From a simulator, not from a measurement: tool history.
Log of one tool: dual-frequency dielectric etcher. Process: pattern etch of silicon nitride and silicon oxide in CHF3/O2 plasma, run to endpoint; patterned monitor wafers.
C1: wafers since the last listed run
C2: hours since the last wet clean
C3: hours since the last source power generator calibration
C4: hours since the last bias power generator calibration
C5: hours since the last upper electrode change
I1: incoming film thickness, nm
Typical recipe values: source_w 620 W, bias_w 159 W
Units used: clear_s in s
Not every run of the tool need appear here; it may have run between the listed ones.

{"run": 1, "hour": 0.0, "source_w": 620, "bias_w": 159, "C1": 0, "C2": 181, "C3": 1402.9, "C4": 1372.8, "C5": 1389.2, "I1": 170.5, "clear_s": 106.7}
{"run": 2, "hour": 41.1, "source_w": 620, "bias_w": 159, "C1": 354, "C2": 222.1, "C3": 1444, "C4": 1413.9, "C5": 1430.3, "I1": 169.2, "clear_s": 105}
{"run": 3, "hour": 96.7, "source_w": 620, "bias_w": 159, "C1": 479, "C2": 277.7, "C3": 1499.6, "C4": 1469.5, "C5": 1485.9, "I1": 170, "clear_s": 105.4}
{"run": 4, "hour": 196.7, "source_w": 620, "bias_w": 159, "C1": 862, "C2": 377.7, "C3": 1599.6, "C4": 1569.5, "C5": 1585.9, "I1": 169.2, "clear_s": 104.2}
{"run": 5, "hour": 274.9, "source_w": 620, "bias_w": 159, "C1": 674, "C2": 455.9, "C3": 1677.8, "C4": 1647.7, "C5": 1664.1, "I1": 169.9, "clear_s": 104}
{"run": 6, "hour": 332.8, "source_w": 620, "bias_w": 159, "C1": 499, "C2": 513.8, "C3": 1735.7, "C4": 1705.6, "C5": 1722, "I1": 168.4, "clear_s": 103.3}
{"hour": 370.2, "done": "wet clean of the chamber"}
{"run": 7, "hour": 419.4, "source_w": 620, "bias_w": 159, "C1": 540, "C2": 49.2, "C3": 1822.3, "C4": 1792.2, "C5": 1808.6, "I1": 169.4, "clear_s": 107.5}
{"run": 8, "hour": 466.8, "source_w": 620, "bias_w": 159, "C1": 409, "C2": 96.6, "C3": 1869.7, "C4": 1839.6, "C5": 1856, "I1": 170, "clear_s": 108}
{"run": 9, "hour": 557.4, "source_w": 620, "bias_w": 143, "C1": 781, "C2": 187.2, "C3": 1960.3, "C4": 1930.2, "C5": 1946.6, "I1": 170.2, "clear_s": 109.2}
{"hour": 642.3, "done": "upper electrode replaced"}
{"run": 10, "hour": 660.0, "source_w": 620, "bias_w": 143, "C1": 678, "C2": 289.8, "C3": 2062.9, "C4": 2032.8, "C5": 17.7, "I1": 170.6, "clear_s": 108.5}
{"run": 11, "hour": 724.8, "source_w": 620, "bias_w": 143, "C1": 559, "C2": 354.6, "C3": 2127.7, "C4": 2097.6, "C5": 82.5, "I1": 169.7, "clear_s": 109.1}
{"run": 12, "hour": 830.3, "source_w": 620, "bias_w": 159, "C1": 910, "C2": 460.1, "C3": 2233.2, "C4": 2203.1, "C5": 188, "I1": 170.2, "clear_s": 105.6}
{"hour": 901.1, "done": "wet clean of the chamber"}
{"run": 13, "hour": 901.6, "source_w": 620, "bias_w": 159, "C1": 408, "C2": 0.5, "C3": 2304.5, "C4": 2274.4, "C5": 259.3, "I1": 169.3, "clear_s": 108.2}
{"hour": 912.6, "done": "source power generator calibrated"}
{"run": 14, "hour": 963.3, "source_w": 560, "bias_w": 159, "C1": 497, "C2": 62.2, "C3": 50.7, "C4": 2336.1, "C5": 321, "I1": 168.9, "clear_s": 114.4}
{"run": 15, "hour": 1034.0, "source_w": 740, "bias_w": 159, "C1": 610, "C2": 132.9, "C3": 121.4, "C4": 2406.8, "C5": 391.7, "I1": 169.4, "clear_s": 97.2}
{"run": 16, "hour": 1072.9, "source_w": 620, "bias_w": 159, "C1": 335, "C2": 171.8, "C3": 160.3, "C4": 2445.7, "C5": 430.6, "I1": 169.3, "clear_s": 107.4}
{"run": 17, "hour": 1151.7, "source_w": 620, "bias_w": 143, "C1": 679, "C2": 250.6, "C3": 239.1, "C4": 2524.5, "C5": 509.4, "I1": 167.9, "clear_s": 108.4}
{"run": 18, "hour": 1220.9, "source_w": 620, "bias_w": 159, "C1": 597, "C2": 319.8, "C3": 308.3, "C4": 2593.7, "C5": 578.6, "I1": 171.3, "clear_s": 106.8}
{"run": 19, "hour": 1323.1, "source_w": 700, "bias_w": 134, "C1": 881, "C2": 422, "C3": 410.5, "C4": 2695.9, "C5": 680.8, "I1": 168.9, "clear_s": 101.6}
{"hour": 1570.6, "done": "wet clean of the chamber"}
{"run": 20, "hour": 1645.8, "source_w": 620, "bias_w": 143, "C1": 2577, "C2": 75.2, "C3": 733.2, "C4": 3018.6, "C5": 1003.5, "I1": 169.1, "clear_s": 108.7}
{"run": 21, "hour": 1683.2, "source_w": 620, "bias_w": 148, "C1": 322, "C2": 112.6, "C3": 770.6, "C4": 3056, "C5": 1040.9, "I1": 169.5, "clear_s": 107.5}
{"run": 22, "hour": 1738.3, "source_w": 550, "bias_w": 140, "C1": 475, "C2": 167.7, "C3": 825.7, "C4": 3111.1, "C5": 1096, "I1": 171.4, "clear_s": 118.8}
{"run": 23, "hour": 1835.5, "source_w": 480, "bias_w": 119, "C1": 838, "C2": 264.9, "C3": 922.9, "C4": 3208.3, "C5": 1193.2, "I1": 170.6, "clear_s": 132.7}
{"run": 24, "hour": 1936.9, "source_w": 570, "bias_w": 139, "C1": 874, "C2": 366.3, "C3": 1024.3, "C4": 3309.7, "C5": 1294.6, "I1": 169.7, "clear_s": 114}
{"run": 25, "hour": 2038.2, "source_w": 620, "bias_w": 196, "C1": 874, "C2": 467.6, "C3": 1125.6, "C4": 3411, "C5": 1395.9, "I1": 169.2, "clear_s": 98.1}
{"hour": 2059.4, "done": "bias power generator calibrated"}
{"run": 26, "hour": 2120.5, "source_w": 620, "bias_w": 159, "C1": 675, "C2": 549.9, "C3": 1207.9, "C4": 61.1, "C5": 1478.2, "I1": 169.2, "clear_s": 102.8}
{"hour": 2188.2, "done": "wet clean of the chamber"}
{"run": 27, "hour": 2221.8, "source_w": 550, "bias_w": 127, "C1": 667, "C2": 33.6, "C3": 1309.2, "C4": 162.4, "C5": 1579.5, "I1": 172.3, "clear_s": 122.9}
{"run": 28, "hour": 2276.9, "source_w": 470, "bias_w": 159, "C1": 475, "C2": 88.7, "C3": 1364.3, "C4": 217.5, "C5": 1634.6, "I1": 169.7, "clear_s": 126.3}
{"run": 29, "hour": 2334.6, "source_w": 720, "bias_w": 199, "C1": 497, "C2": 146.4, "C3": 1422, "C4": 275.2, "C5": 1692.3, "I1": 168.3, "clear_s": 91.7}
{"run": 30, "hour": 2382.3, "source_w": 480, "bias_w": 142, "C1": 411, "C2": 194.1, "C3": 1469.7, "C4": 322.9, "C5": 1740, "I1": 168.9, "clear_s": 125.9}
{"run": 31, "hour": 2431.0, "source_w": 500, "bias_w": 176, "C1": 420, "C2": 242.8, "C3": 1518.4, "C4": 371.6, "C5": 1788.7, "I1": 170.8, "clear_s": 117.7}
{"run": 32, "hour": 2530.4, "source_w": 750, "bias_w": 127, "C1": 857, "C2": 342.2, "C3": 1617.8, "C4": 471, "C5": 1888.1, "I1": 169.8, "clear_s": 99.1}
{"run": 33, "hour": 2624.2, "source_w": 660, "bias_w": 159, "C1": 809, "C2": 436, "C3": 1711.6, "C4": 564.8, "C5": 1981.9, "I1": 171, "clear_s": 101.6}
{"run": 34, "hour": 2679.8, "source_w": 620, "bias_w": 159, "C1": 479, "C2": 491.6, "C3": 1767.2, "C4": 620.4, "C5": 2037.5, "I1": 170.6, "clear_s": 104}

List, for all runs, the conditions of the tool that the log does not record:
source power that arrives over what is set, %: 0 in every run
bias power that arrives over what is set, %: 0 in every run
H1: etch rate over this chamber's usual, %
run=1 H1=1.52
run=2 H1=1.82
run=3 H1=2.22
run=4 H1=2.95
run=5 H1=3.51
run=6 H1=3.93
run=7 H1=0.0109
run=8 H1=0.355
run=9 H1=1.01
run=10 H1=1.76
run=11 H1=2.23
run=12 H1=2.99
run=13 H1=-0.46
run=14 H1=-0.0123
run=15 H1=0.501
run=16 H1=0.783
run=17 H1=1.35
run=18 H1=1.86
run=19 H1=2.6
run=20 H1=1.23
run=21 H1=1.51
run=22 H1=1.91
run=23 H1=2.61
run=24 H1=3.35
run=25 H1=4.08
run=26 H1=4.68
run=27 H1=0.554
run=28 H1=0.953
run=29 H1=1.37
run=30 H1=1.72
run=31 H1=2.07
run=32 H1=2.79
run=33 H1=3.47
run=34 H1=3.88

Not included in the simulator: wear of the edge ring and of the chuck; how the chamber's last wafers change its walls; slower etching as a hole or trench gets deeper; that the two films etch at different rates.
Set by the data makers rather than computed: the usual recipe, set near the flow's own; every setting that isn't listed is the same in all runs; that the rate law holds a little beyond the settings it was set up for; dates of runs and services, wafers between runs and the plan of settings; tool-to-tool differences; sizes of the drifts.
